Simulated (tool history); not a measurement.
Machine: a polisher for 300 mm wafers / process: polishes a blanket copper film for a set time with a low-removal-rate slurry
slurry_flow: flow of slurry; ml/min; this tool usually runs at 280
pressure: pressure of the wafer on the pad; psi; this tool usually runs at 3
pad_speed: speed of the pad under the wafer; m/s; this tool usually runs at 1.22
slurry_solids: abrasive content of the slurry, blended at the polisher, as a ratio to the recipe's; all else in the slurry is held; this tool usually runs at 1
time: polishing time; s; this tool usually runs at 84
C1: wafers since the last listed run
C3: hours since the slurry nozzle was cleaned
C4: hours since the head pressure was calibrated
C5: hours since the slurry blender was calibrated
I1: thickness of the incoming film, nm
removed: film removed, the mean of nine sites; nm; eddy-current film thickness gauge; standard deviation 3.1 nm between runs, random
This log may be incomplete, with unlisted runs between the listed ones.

run 1 day=0 | slurry_flow=280 pressure=3 pad_speed=1.22 slurry_solids=1 time=72 | C1=0 wafers_polished_on_this_pad=1183 C3=67.4 C4=127.6 C5=251.3 | I1=980.1 | removed=258.2
-- day=0.117 worn pad replaced by a new one
run 2 day=1.729 | slurry_flow=280 pressure=3 pad_speed=1.22 slurry_solids=1 time=72 | C1=269 wafers_polished_on_this_pad=269 C3=108.9 C4=169.1 C5=292.8 | I1=979.6 | removed=264.4
run 3 day=2.933 | slurry_flow=280 pressure=3 pad_speed=1.22 slurry_solids=1 time=84 | C1=201 wafers_polished_on_this_pad=470 C3=137.8 C4=198 C5=321.7 | I1=998.2 | removed=302
-- day=3.796 slurry blender recalibrated
run 4 day=4.504 | slurry_flow=280 pressure=3 pad_speed=1.22 slurry_solids=1 time=84 | C1=248 wafers_polished_on_this_pad=718 C3=175.5 C4=235.7 C5=17 | I1=997.4 | removed=326.2
run 5 day=7.575 | slurry_flow=280 pressure=3 pad_speed=1.22 slurry_solids=1 time=84 | C1=512 wafers_polished_on_this_pad=1231 C3=249.2 C4=309.4 C5=90.7 | I1=991.7 | removed=320.7
-- day=8.017 head pressure recalibrated
-- day=8.65 worn pad replaced by a new one
run 6 day=9.604 | slurry_flow=335 pressure=3 pad_speed=1.22 slurry_solids=1 time=84 | C1=297 wafers_polished_on_this_pad=159 C3=297.9 C4=38.1 C5=139.4 | I1=1008.9 | removed=320.5
run 7 day=11.442 | slurry_flow=335 pressure=3 pad_speed=1.22 slurry_solids=1 time=84 | C1=306 wafers_polished_on_this_pad=466 C3=342 C4=82.2 C5=183.5 | I1=988.8 | removed=316.3
run 8 day=14.842 | slurry_flow=335 pressure=3 pad_speed=1.22 slurry_solids=1 time=84 | C1=567 wafers_polished_on_this_pad=1034 C3=423.6 C4=163.8 C5=265.1 | I1=987 | removed=311.1
-- day=15.05 slurry blender recalibrated
-- day=16.962 worn pad replaced by a new one
run 9 day=17.046 | slurry_flow=280 pressure=3 pad_speed=1.22 slurry_solids=1 time=84 | C1=326 wafers_polished_on_this_pad=14 C3=476.5 C4=216.7 C5=47.9 | I1=992.2 | removed=323.6
run 10 day=18.662 | slurry_flow=350 pressure=3 pad_speed=0.9 slurry_solids=0.8 time=84 | C1=270 wafers_polished_on_this_pad=284 C3=515.3 C4=255.5 C5=86.7 | I1=983.2 | removed=232.5
run 11 day=21.179 | slurry_flow=280 pressure=3 pad_speed=1.22 slurry_solids=1 time=84 | C1=420 wafers_polished_on_this_pad=704 C3=575.7 C4=315.9 C5=147.1 | I1=1015.9 | removed=316.1
-- day=21.529 head pressure recalibrated
-- day=23.704 worn pad replaced by a new one
run 12 day=23.896 | slurry_flow=280 pressure=3 pad_speed=1.22 slurry_solids=1.15 time=108 | C1=412 wafers_polished_on_this_pad=31 C3=640.9 C4=56.8 C5=212.3 | I1=997.9 | removed=406.4
run 13 day=25.688 | slurry_flow=280 pressure=3 pad_speed=0.86 slurry_solids=1 time=84 | C1=299 wafers_polished_on_this_pad=331 C3=683.9 C4=99.8 C5=255.3 | I1=1002.7 | removed=218.1
-- day=25.962 slurry nozzle cleaned
-- day=29.875 slurry blender recalibrated
-- day=30.525 worn pad replaced by a new one
run 14 day=33.046 | slurry_flow=280 pressure=3 pad_speed=1.22 slurry_solids=1.2 time=84 | C1=1180 wafers_polished_on_this_pad=421 C3=170 C4=276.4 C5=76.1 | I1=1015.5 | removed=330.2
-- day=33.867 head pressure recalibrated
run 15 day=34.488 | slurry_flow=245 pressure=3 pad_speed=1.56 slurry_solids=0.8 time=56 | C1=226 wafers_polished_on_this_pad=647 C3=204.6 C4=14.9 C5=110.7 | I1=1011.6 | removed=259
-- day=38.858 worn pad replaced by a new one
run 16 day=38.971 | slurry_flow=280 pressure=3 pad_speed=1.22 slurry_solids=1 time=84 | C1=721 wafers_polished_on_this_pad=18 C3=312.2 C4=122.5 C5=218.3 | I1=997.4 | removed=305.8

Run-by-run hidden state of the tool:
removal rate lost through wear of the pad, %: 0 across all the runs
slurry flow missing at the pad, %: 0 across all the runs
deviation of the head's pressure from its setpoint, %: 0 across all the runs
H1: abrasive missing from the slurry, %
run=1 H1=36.3
run=2 H1=37.4
run=3 H1=37.9
run=4 H1=5.78
run=5 H1=21.7
run=6 H1=27.4
run=7 H1=30.8
run=8 H1=34.2
run=9 H1=14
run=10 H1=21.3
run=11 H1=28.3
run=12 H1=32.5
run=13 H1=34.1
run=14 H1=19.2
run=15 H1=24.2
run=16 H1=32.4
